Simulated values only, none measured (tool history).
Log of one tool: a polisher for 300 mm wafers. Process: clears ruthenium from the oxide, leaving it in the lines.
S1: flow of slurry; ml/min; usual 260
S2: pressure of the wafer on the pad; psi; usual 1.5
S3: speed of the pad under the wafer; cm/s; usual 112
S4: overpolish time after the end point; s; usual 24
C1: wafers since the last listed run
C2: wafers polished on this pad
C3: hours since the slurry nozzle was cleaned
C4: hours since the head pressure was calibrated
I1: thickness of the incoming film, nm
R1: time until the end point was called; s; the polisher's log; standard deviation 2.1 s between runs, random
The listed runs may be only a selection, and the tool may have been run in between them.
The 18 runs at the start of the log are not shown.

| run | hour | S1 | S2 | S3 | S4 | C1 | C2 | C3 | C4 | I1 | R1 |
|---|---|---|---|---|---|---|---|---|---|---|---|
| 19 | 1604.4 | 215 | 1.5 | 112 | 14 | 223 | 836 | 502.5 | 842.5 | 145.3 | 168.4 |
|  | 1626.8 | slurry nozzle cleaned |
| 20 | 1653.4 | 260 | 1.5 | 112 | 24 | 185 | 1021 | 26.6 | 891.5 | 143.9 | 158.9 |
| 21 | 1758.0 | 260 | 1.5 | 112 | 24 | 404 | 1426 | 131.2 | 996.1 | 147.3 | 161.4 |
|  | 1803.5 | head pressure recalibrated |
| 22 | 1831.9 | 260 | 1.3 | 112 | 24 | 277 | 1704 | 205.1 | 28.4 | 146.2 | 182.2 |
| 23 | 1884.0 | 260 | 1.5 | 124 | 29 | 201 | 1905 | 257.2 | 80.5 | 145.8 | 146.6 |
|  | 1915.0 | worn pad replaced by a new one |
| 24 | 1958.8 | 300 | 1.5 | 74 | 24 | 273 | 169 | 332.0 | 155.3 | 145.8 | 227.2 |
| 25 | 2041.9 | 260 | 1.5 | 112 | 24 | 321 | 490 | 415.1 | 238.4 | 144.4 | 162.7 |
| 26 | 2094.5 | 310 | 1.5 | 112 | 24 | 203 | 693 | 467.7 | 291.0 | 143.2 | 156.8 |
| 27 | 2152.4 | 330 | 1.9 | 152 | 24 | 223 | 917 | 525.6 | 348.9 | 143.1 | 93.8 |
| 28 | 2250.3 | 210 | 1.5 | 112 | 24 | 378 | 1295 | 623.5 | 446.8 | 144.6 | 173.2 |
|  | 2292.3 | slurry nozzle cleaned |
| 29 | 2418.4 | 310 | 2.0 | 138 | 12 | 645 | 1941 | 126.1 | 614.9 | 147.6 | 100.2 |
| 30 | 2478.6 | 260 | 1.5 | 128 | 24 | 232 | 2174 | 186.3 | 675.1 | 145.0 | 139.0 |
| 31 | 2522.4 | 260 | 1.5 | 112 | 24 | 169 | 2343 | 230.1 | 718.9 | 147.1 | 160.8 |
| 32 | 2564.0 | 260 | 1.5 | 112 | 24 | 160 | 2504 | 271.7 | 760.5 | 145.2 | 163.2 |
|  | 2585.9 | worn pad replaced by a new one |
| 33 | 2612.8 | 260 | 1.5 | 112 | 24 | 173 | 103 | 320.5 | 809.3 | 145.4 | 162.7 |
| 34 | 2650.0 | 260 | 1.8 | 130 | 17 | 143 | 247 | 357.7 | 846.5 | 144.5 | 120.6 |

Predict the results of run 35:
| 35 | 2753.5 | 260 | 1.5 | 112 | 24 | 400 | 647 | 461.2 | 950.0 | 147.5 | ? |

Run 35 gave R1 166.5 s.
If the tool had no hidden condition, the same run with the same run-to-run variation would have returned R1 159.7 s.
